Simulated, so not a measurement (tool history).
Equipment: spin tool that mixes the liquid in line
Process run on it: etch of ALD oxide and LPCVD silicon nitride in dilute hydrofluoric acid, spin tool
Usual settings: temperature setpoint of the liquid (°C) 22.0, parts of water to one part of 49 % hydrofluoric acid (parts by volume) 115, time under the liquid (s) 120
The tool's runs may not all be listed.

run,hour,temperature setpoint of the liquid (°C),parts of water to one part of 49 % hydrofluoric acid (parts by volume),time under the liquid (s),wafers since the last listed run,hours since the thermometer was replaced,hours since the hydrofluoric acid flow meter was replaced,hours since the gauge calibration,"read-back film thickness of the ALD oxide reference wafer, read on the same gauge (nm)","read-back film thickness of the LPCVD silicon nitride reference wafer, read on the same gauge (nm)",thickness taken off the ALD oxide on a monitor wafer (nm),thickness taken off the LPCVD silicon nitride on a monitor wafer (nm)
1,0.0,22.0,115,120,0,1634.4,1028.0,306.5,149.99,29.964,13.89,0.449
2,51.6,22.0,100,120,250,1686.0,1079.6,358.1,150.00,29.978,16.43,0.466
3,147.2,22.0,100,120,464,1781.6,1175.2,453.7,149.99,29.978,16.37,0.443
4,217.8,22.0,100,120,343,1852.2,1245.8,524.3,150.00,29.984,16.32,0.429
5,305.7,22.0,75,120,427,1940.1,1333.7,612.2,149.97,30.041,22.00,0.643
6,397.7,19.0,65,120,447,2032.1,1425.7,704.2,150.03,30.013,22.64,0.580
7,496.4,22.0,150,120,479,2130.8,1524.4,802.9,149.99,29.976,10.16,0.302
8,561.3,22.0,115,120,315,2195.7,1589.3,867.8,150.00,29.972,13.86,0.378
9,799.0,22.0,115,120,1155,2433.4,1827.0,1105.5,149.99,30.021,13.59,0.363
10,881.5,22.0,115,120,401,2515.9,1909.5,1188.0,149.99,30.019,13.47,0.343
11,981.3,22.0,115,120,485,2615.7,2009.3,1287.8,150.00,29.960,13.42,0.416
12,1030.6,27.0,160,120,239,2665.0,2058.6,1337.1,149.99,29.999,11.21,0.361
13,1123.6,22.0,165,120,452,2758.0,2151.6,1430.1,150.03,29.960,8.97,0.240
14,1169.5,25.5,160,100,223,2803.9,2197.5,1476.0,150.02,30.017,8.84,0.304
# hour 1176.7: hydrofluoric acid flow meter replaced
# hour 1213.0: gauge calibrated
15,1219.7,22.0,115,150,239,2854.1,43.0,6.7,150.01,29.984,16.95,0.465
16,1308.8,18.5,90,150,433,2943.2,132.1,95.8,149.99,30.047,18.82,0.452
17,1402.0,19.0,175,180,453,3036.4,225.3,189.0,150.01,30.053,11.09,0.288
18,1482.1,25.5,115,120,389,3116.5,305.4,269.1,149.99,30.025,15.32,0.512
# hour 1566.9: thermometer replaced
19,1586.6,24.0,65,120,503,19.7,409.9,373.6,150.00,29.941,29.82,0.741
20,1685.8,22.0,115,100,482,118.9,509.1,472.8,149.97,29.940,12.08,0.375
21,1757.6,22.0,115,120,349,190.7,580.9,544.6,149.98,30.017,14.77,0.414
22,2019.4,22.0,115,185,1272,452.5,842.7,806.4,149.97,30.040,22.10,0.696
23,2105.8,22.0,100,120,420,538.9,929.1,892.8,149.98,30.007,16.92,0.472
24,2171.5,22.0,115,120,319,604.6,994.8,958.5,149.98,29.983,14.45,0.389
25,2252.9,22.0,65,70,395,686.0,1076.2,1039.9,150.00,29.986,15.68,0.331
26,2328.5,22.0,115,120,367,761.6,1151.8,1115.5,150.00,30.021,14.37,0.394

Forecast each of these 4 alternatives for the next run:
A,2329.0,22.0,115,120,2,762.1,1152.3,1116.0,?,?,?,?
B,2329.0,19.0,60,55,2,762.1,1152.3,1116.0,?,?,?,?
C,2329.0,22.0,115,145,2,762.1,1152.3,1116.0,?,?,?,?
D,2329.0,27.0,55,120,2,762.1,1152.3,1116.0,?,?,?,?

run,"read-back film thickness of the ALD oxide reference wafer, read on the same gauge (nm)","read-back film thickness of the LPCVD silicon nitride reference wafer, read on the same gauge (nm)",thickness taken off the ALD oxide on a monitor wafer (nm),thickness taken off the LPCVD silicon nitride on a monitor wafer (nm)
A,150.01,30.016,14.21,0.411
B,150.01,30.016,11.72,0.289
C,150.01,30.016,17.17,0.497
D,150.01,30.016,39.15,1.185
What these runs would have given with no unlogged condition in the tool:
run,thickness taken off the ALD oxide on a monitor wafer (nm),thickness taken off the LPCVD silicon nitride on a monitor wafer (nm)
A,14.69,0.435
B,12.15,0.307
C,17.75,0.525
D,40.49,1.252

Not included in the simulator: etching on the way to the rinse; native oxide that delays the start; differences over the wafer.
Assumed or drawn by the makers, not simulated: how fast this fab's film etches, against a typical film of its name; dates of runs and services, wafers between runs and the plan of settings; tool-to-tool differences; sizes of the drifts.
